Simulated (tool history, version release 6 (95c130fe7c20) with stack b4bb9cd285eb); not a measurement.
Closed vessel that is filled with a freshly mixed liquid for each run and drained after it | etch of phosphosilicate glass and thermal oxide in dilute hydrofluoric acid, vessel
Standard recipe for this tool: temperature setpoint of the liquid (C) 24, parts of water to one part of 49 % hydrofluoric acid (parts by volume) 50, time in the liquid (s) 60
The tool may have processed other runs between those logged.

run	hour	temperature setpoint of the liquid (C)	parts of water to one part of 49 % hydrofluoric acid (parts by volume)	time in the liquid (s)	wafers since the last listed run	hours since the thermometer was replaced	hours since the hydrofluoric acid flow meter was replaced	hours since the gauge calibration	read-back film thickness of the phosphosilicate glass reference wafer, read on the same gauge (nm)	read-back film thickness of the thermal oxide reference wafer, read on the same gauge (nm)	thickness taken off the phosphosilicate glass on a monitor wafer (angstrom)	thickness taken off the thermal oxide on a monitor wafer (angstrom)
1	0	20.5	60	60	0	283.9	1142.7	723.7	59.98	30.03	1656.3	40.2
2	53.7	20.5	60	60	7429	337.6	1196.4	777.4	60	30.02	1622.4	40.2
3	115.8	20.5	60	60	8592	399.7	1258.5	839.5	60	30	1633.3	40.3
4	166.9	24	50	60	7070	450.8	1309.6	890.6	60	30.01	2277.4	57.5
5	232.4	24	60	60	9062	516.3	1375.1	956.1	59.98	30	1904.5	46.9
6	281.6	24	60	60	6807	565.5	1424.3	1005.3	60	30.02	1899.6	46.9
7	334.3	24	60	60	7291	618.2	1477	1058	60	30.01	1861.2	46.6
# hour 510.7: gauge calibrated
8	519.9	24	50	60	25679	803.8	1662.6	9.2	60.01	29.95	2308.5	57.1
# hour 535.9: hydrofluoric acid flow meter replaced
9	591.9	24	50	60	9823	875.8	56	81.2	59.98	30.02	2271.2	56.4
# hour 606.4: thermometer replaced
10	644.1	24	50	60	7083	37.7	108.2	133.4	59.99	30	2326.1	57
11	700.4	24	40	75	7789	94	164.5	189.7	59.98	30	3575.6	90.3
12	743.3	24	50	30	5935	136.9	207.4	232.6	60	29.99	1165.2	28.5
13	779.6	24	50	60	5022	173.2	243.7	268.9	60	30.01	2332.1	56.8
14	805.5	19.5	35	45	3583	199.1	269.6	294.8	60.01	30.04	2066.7	51.4
15	923.7	24	70	70	16354	317.3	387.8	413	59.98	29.99	1860.4	46
16	978.6	28	70	60	7595	372.2	442.7	467.9	60.01	29.98	1871.5	45.8
17	1018.8	28.5	60	50	5562	412.4	482.9	508.1	60.02	30.03	1904	47.1
18	1083.6	20.5	40	80	8965	477.2	547.7	572.9	60.01	30.02	3372.3	83

Hidden state, per run?
liquid colder than its thermometer reads (K): 0 at every run
hydrofluoric acid flow above the setpoint (%): 0 at every run
gauge reads high (%): 0 at every run

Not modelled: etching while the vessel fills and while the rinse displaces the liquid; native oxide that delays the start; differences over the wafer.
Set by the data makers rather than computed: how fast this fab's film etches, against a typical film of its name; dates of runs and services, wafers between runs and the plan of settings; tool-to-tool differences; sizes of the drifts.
